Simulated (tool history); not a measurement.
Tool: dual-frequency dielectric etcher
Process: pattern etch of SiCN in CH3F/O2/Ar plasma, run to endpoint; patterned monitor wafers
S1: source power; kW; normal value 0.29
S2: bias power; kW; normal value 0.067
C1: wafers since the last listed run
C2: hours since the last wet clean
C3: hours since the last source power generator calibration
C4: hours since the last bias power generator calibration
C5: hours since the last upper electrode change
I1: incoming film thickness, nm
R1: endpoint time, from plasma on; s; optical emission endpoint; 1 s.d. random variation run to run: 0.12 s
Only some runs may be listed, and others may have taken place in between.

run	hour	S1	S2	C1	C2	C3	C4	C5	I1	R1
1	0	0.29	0.067	0	192.5	3613.5	4471.2	5917.9	12.39	35.2
2	10.7	0.29	0.067	217	203.2	3624.2	4481.9	5928.6	12.42	35.4
3	20.4	0.29	0.067	197	212.9	3633.9	4491.6	5938.3	12.47	35.5
4	37.1	0.29	0.067	339	229.6	3650.6	4508.3	5955	12.51	35.5
5	43.5	0.29	0.067	130	236	3657	4514.7	5961.4	12.5	35.5
6	51.7	0.24	0.061	166	244.2	3665.2	4522.9	5969.6	12.58	39.5
7	68.5	0.29	0.067	341	261	3682	4539.7	5986.4	12.31	35
# hour 81.2: source power generator calibrated
8	81.7	0.29	0.067	187	274.2	0.5	4552.9	5999.6	12.4	35.4
9	91.8	0.29	0.067	205	284.3	10.6	4563	6009.7	12.6	35.9
# hour 126.9: upper electrode replaced
10	127.4	0.29	0.067	235	319.9	46.2	4598.6	0.5	12.6	35.9
11	127.7	0.29	0.067	6	320.2	46.5	4598.9	0.8	12.45	35.4
12	128.8	0.29	0.067	22	321.3	47.6	4600	1.9	12.44	35.2
13	140.4	0.29	0.067	235	332.9	59.2	4611.6	13.5	12.58	35.6
14	147.3	0.29	0.067	140	339.8	66.1	4618.5	20.4	12.65	36.1
15	160.6	0.29	0.067	270	353.1	79.4	4631.8	33.7	12.43	35.3
16	173.4	0.29	0.067	260	365.9	92.2	4644.6	46.5	12.6	35.9
17	180.5	0.29	0.079	144	373	99.3	4651.7	53.6	12.48	33.1
# hour 185.5: bias power generator calibrated
18	194.2	0.22	0.067	197	386.7	113	8.7	67.3	12.44	38.6
# hour 230.2: wet clean of the chamber
19	230.7	0.29	0.067	254	0.5	149.5	45.2	103.8	12.46	35.3
20	231	0.29	0.067	6	0.8	149.8	45.5	104.1	12.35	34.9
21	232.4	0.24	0.073	28	2.2	151.2	46.9	105.5	12.41	36
22	247	0.29	0.062	296	16.8	165.8	61.5	120.1	12.59	37.1
23	260	0.29	0.067	264	29.8	178.8	74.5	133.1	12.56	35.8
24	272	0.25	0.067	243	41.8	190.8	86.5	145.1	12.39	37.1
25	284.3	0.29	0.06	250	54.1	203.1	98.8	157.4	12.61	37.3
26	293.4	0.33	0.073	184	63.2	212.2	107.9	166.5	12.5	33
27	305.2	0.22	0.072	239	75	224	119.7	178.3	12.48	37.3
28	320.5	0.24	0.074	311	90.3	239.3	135	193.6	12.41	35.9

What will run 29 give?
29	338.2	0.25	0.076	359	108	257	152.7	211.3	12.49	?

Run 29 came out at R1 35.3 s.
With no hidden state in the tool, this same run would have given R1 35.3 s.

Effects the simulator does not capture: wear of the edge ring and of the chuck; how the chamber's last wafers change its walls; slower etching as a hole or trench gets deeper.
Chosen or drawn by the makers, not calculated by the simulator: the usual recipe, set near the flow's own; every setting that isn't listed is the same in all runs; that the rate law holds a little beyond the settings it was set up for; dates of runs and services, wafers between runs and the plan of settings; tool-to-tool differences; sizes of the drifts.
